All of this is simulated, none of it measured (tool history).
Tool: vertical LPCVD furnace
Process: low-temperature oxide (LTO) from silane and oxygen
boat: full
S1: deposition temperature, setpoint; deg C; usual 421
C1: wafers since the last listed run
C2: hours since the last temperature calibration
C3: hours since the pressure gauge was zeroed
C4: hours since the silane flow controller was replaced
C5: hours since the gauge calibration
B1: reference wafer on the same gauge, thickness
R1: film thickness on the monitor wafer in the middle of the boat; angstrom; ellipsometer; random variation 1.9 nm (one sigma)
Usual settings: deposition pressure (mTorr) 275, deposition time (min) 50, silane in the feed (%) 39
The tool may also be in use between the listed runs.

run 1 hour=0 | S1=421 deposition_pressure_(mTorr)=235 deposition_time_(min)=50 silane_in_the_feed_(%)=39 | C1=0 C2=3323.3 C3=3427.3 C4=6533.3 C5=418.9 | B1=684.28 | R1=5606.2
run 2 hour=86.4 | S1=421 deposition_pressure_(mTorr)=235 deposition_time_(min)=50 silane_in_the_feed_(%)=39 | C1=1209 C2=3409.7 C3=3513.7 C4=6619.7 C5=505.3 | B1=684.14 | R1=5543.9
run 3 hour=153.3 | S1=421 deposition_pressure_(mTorr)=235 deposition_time_(min)=50 silane_in_the_feed_(%)=39 | C1=936 C2=3476.6 C3=3580.6 C4=6686.6 C5=572.2 | B1=683.68 | R1=5576.2
run 4 hour=205.9 | S1=421 deposition_pressure_(mTorr)=275 deposition_time_(min)=50 silane_in_the_feed_(%)=39 | C1=736 C2=3529.2 C3=3633.2 C4=6739.2 C5=624.8 | B1=683.93 | R1=6501.4
-- hour=218.6 gauge calibrated
run 5 hour=283.8 | S1=421 deposition_pressure_(mTorr)=245 deposition_time_(min)=50 silane_in_the_feed_(%)=39 | C1=1090 C2=3607.1 C3=3711.1 C4=6817.1 C5=65.2 | B1=684.42 | R1=5796.7
run 6 hour=350.3 | S1=421 deposition_pressure_(mTorr)=245 deposition_time_(min)=50 silane_in_the_feed_(%)=39 | C1=931 C2=3673.6 C3=3777.6 C4=6883.6 C5=131.7 | B1=683.83 | R1=5854.9
run 7 hour=442.5 | S1=421 deposition_pressure_(mTorr)=275 deposition_time_(min)=50 silane_in_the_feed_(%)=39 | C1=1291 C2=3765.8 C3=3869.8 C4=6975.8 C5=223.9 | B1=684.03 | R1=6524.8
run 8 hour=483.3 | S1=421 deposition_pressure_(mTorr)=275 deposition_time_(min)=50 silane_in_the_feed_(%)=39 | C1=571 C2=3806.6 C3=3910.6 C4=7016.6 C5=264.7 | B1=684.31 | R1=6522.6
run 9 hour=535.1 | S1=421 deposition_pressure_(mTorr)=275 deposition_time_(min)=50 silane_in_the_feed_(%)=33 | C1=725 C2=3858.4 C3=3962.4 C4=7068.4 C5=316.5 | B1=683.89 | R1=5303.4
run 10 hour=592.1 | S1=421 deposition_pressure_(mTorr)=245 deposition_time_(min)=50 silane_in_the_feed_(%)=39 | C1=798 C2=3915.4 C3=4019.4 C4=7125.4 C5=373.5 | B1=683.79 | R1=5857.1
-- hour=640.1 silane flow controller replaced
run 11 hour=640.6 | S1=421 deposition_pressure_(mTorr)=240 deposition_time_(min)=50 silane_in_the_feed_(%)=39 | C1=343 C2=3963.9 C3=4067.9 C4=0.5 C5=422 | B1=683.75 | R1=5734.3
-- hour=672.4 pressure gauge zeroed
run 12 hour=710 | S1=421 deposition_pressure_(mTorr)=340 deposition_time_(min)=56.5 silane_in_the_feed_(%)=39 | C1=635 C2=4033.3 C3=37.6 C4=69.9 C5=491.4 | B1=684.05 | R1=9238.2
run 13 hour=751.3 | S1=429 deposition_pressure_(mTorr)=300 deposition_time_(min)=56.5 silane_in_the_feed_(%)=42 | C1=578 C2=4074.6 C3=78.9 C4=111.2 C5=532.7 | B1=684.54 | R1=9578.9
-- hour=820.3 thermocouples replaced and temperature profile calibrated
-- hour=872.8 pressure gauge zeroed, repeated, since the last time left the tool worse
run 14 hour=875.4 | S1=430 deposition_pressure_(mTorr)=275 deposition_time_(min)=56.5 silane_in_the_feed_(%)=33 | C1=1065 C2=55.1 C3=2.6 C4=235.3 C5=656.8 | B1=684.11 | R1=6319.5
-- hour=897.2 gauge calibrated
run 15 hour=950.6 | S1=432 deposition_pressure_(mTorr)=220 deposition_time_(min)=40 silane_in_the_feed_(%)=35 | C1=1053 C2=130.3 C3=77.8 C4=310.5 C5=53.4 | B1=683.53 | R1=3954.2
run 16 hour=1209.5 | S1=421 deposition_pressure_(mTorr)=275 deposition_time_(min)=50 silane_in_the_feed_(%)=39 | C1=3625 C2=389.2 C3=336.7 C4=569.4 C5=312.3 | B1=684.21 | R1=6299
run 17 hour=1247.4 | S1=421 deposition_pressure_(mTorr)=225 deposition_time_(min)=50 silane_in_the_feed_(%)=32 | C1=530 C2=427.1 C3=374.6 C4=607.3 C5=350.2 | B1=684.54 | R1=4018.3

Some steps in R1 between neighbouring runs. How much of each would the tool show without its hidden state too (settings, what came in, random variation), and how much is left for the hidden state, with any gauge scatter that isn't in both results?
The hidden state here: true tube temperature minus thermocouple reading, K; true pressure minus gauge reading, mTorr; deviation of the silane flow from its setpoint, %; gauge reads high (%).
Run 11 -> 12: deposition pressure (mTorr) 240 -> 340, deposition time (min) 50 -> 56.5, pressure gauge zeroed. R1 +3503.9 angstrom: hidden state +208.2, all else +3295.7.
Run 13 -> 14: S1 429 -> 430, deposition pressure (mTorr) 300 -> 275, silane in the feed (%) 42 -> 33, thermocouples replaced and temperature profile calibrated, pressure gauge zeroed, repeated, since the last time left the tool worse. R1 -3259.4 angstrom: hidden state -518.3, all else -2741.1.
